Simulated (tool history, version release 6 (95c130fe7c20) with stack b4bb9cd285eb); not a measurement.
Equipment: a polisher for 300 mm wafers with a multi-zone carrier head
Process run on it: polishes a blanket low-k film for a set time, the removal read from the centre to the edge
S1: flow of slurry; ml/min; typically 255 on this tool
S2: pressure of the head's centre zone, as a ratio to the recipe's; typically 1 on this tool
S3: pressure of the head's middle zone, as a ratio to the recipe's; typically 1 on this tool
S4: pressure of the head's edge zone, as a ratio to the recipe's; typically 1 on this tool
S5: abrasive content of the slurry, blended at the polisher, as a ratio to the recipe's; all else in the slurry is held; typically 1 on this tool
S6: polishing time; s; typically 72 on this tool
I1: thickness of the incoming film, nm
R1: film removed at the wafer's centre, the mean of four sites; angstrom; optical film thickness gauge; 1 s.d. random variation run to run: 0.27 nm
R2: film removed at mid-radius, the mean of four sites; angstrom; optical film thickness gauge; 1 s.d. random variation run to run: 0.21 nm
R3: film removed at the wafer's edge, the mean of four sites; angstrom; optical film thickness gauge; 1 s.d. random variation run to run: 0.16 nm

run    hour   S1    S2    S3    S4    S5  S6     I1   R1   R2   R3
  1       0  255     1     1     1     1  72  383.5  205  204  202
       43.6  -- worn pad replaced by a new one
  2    52.1  255     1     1     1     1  72  387.2  204  202  200
  3   154.1  255     1     1     1     1  72  392.9  205  205  200
  4   199.8  255     1     1     1     1  72  383.6  203  203  204
      274.6  -- slurry nozzle cleaned
  5   304.9  255     1     1     1     1  72  388.2  203  200  200
  6   372.5  255     1     1     1     1  72  389.9  204  207  199
      391.9  -- worn pad replaced by a new one
  7   423.6  285     1     1     1     1  72  392.9  211  200  201
  8   472.4  285     1     1     1     1  72  392.1  203  208  206
  9     515  255     1  1.09  0.92     1  72  386.5  204  219  195
      561.4  -- centre zone pressure recalibrated
 10   608.4  255     1     1     1     1  72  389.8  202  203  197
 11   662.9  255  0.94  1.08     1     1  72  388.7  192  218  200
      709.8  -- carrier head's membrane replaced by a new one
      734.2  -- worn pad replaced by a new one
 12   734.7  255     1     1     1     1  72  391.6  200  202  201
 13   786.6  255     1     1     1  0.85  72  397.2  189  185  183
 14   854.8  170     1  0.89     1   1.3  48  396.8  147  135  147
      883.4  -- slurry nozzle cleaned
 15   898.4  335  0.95     1  1.06     1  72  385.3  202  206  208
      921.3  -- edge zone pressure recalibrated
 16   965.8  255     1     1  1.04     1  72  388.2  201  204  203
 17    1047  255     1     1     1     1  72  387.2  201  200  198
 18  1093.6  255     1     1     1     1  72  391.6  209  201  199
     1134.2  -- worn pad replaced by a new one
 19  1198.4  255     1     1  0.91   0.8  72  393.5  177  180  171
     1260.4  -- centre zone pressure recalibrated
 20  1303.6  310  1.09  0.91  1.05     1  72  391.7  222  190  208
 21  1362.5  280     1     1     1     1  72  385.8  207  207  202
 22  1496.8  220     1  1.06     1     1  72  381.3  194  210  197

State the hidden condition of the tool at each of the runs:
removal rate lost through wear of the pad, %: 0 at every run
slurry flow missing at the pad, %: 0 at every run
deviation of the centre zone's pressure from its setpoint, %: 0 at every run
deviation of the edge zone's pressure from its setpoint, %: 0 at every run

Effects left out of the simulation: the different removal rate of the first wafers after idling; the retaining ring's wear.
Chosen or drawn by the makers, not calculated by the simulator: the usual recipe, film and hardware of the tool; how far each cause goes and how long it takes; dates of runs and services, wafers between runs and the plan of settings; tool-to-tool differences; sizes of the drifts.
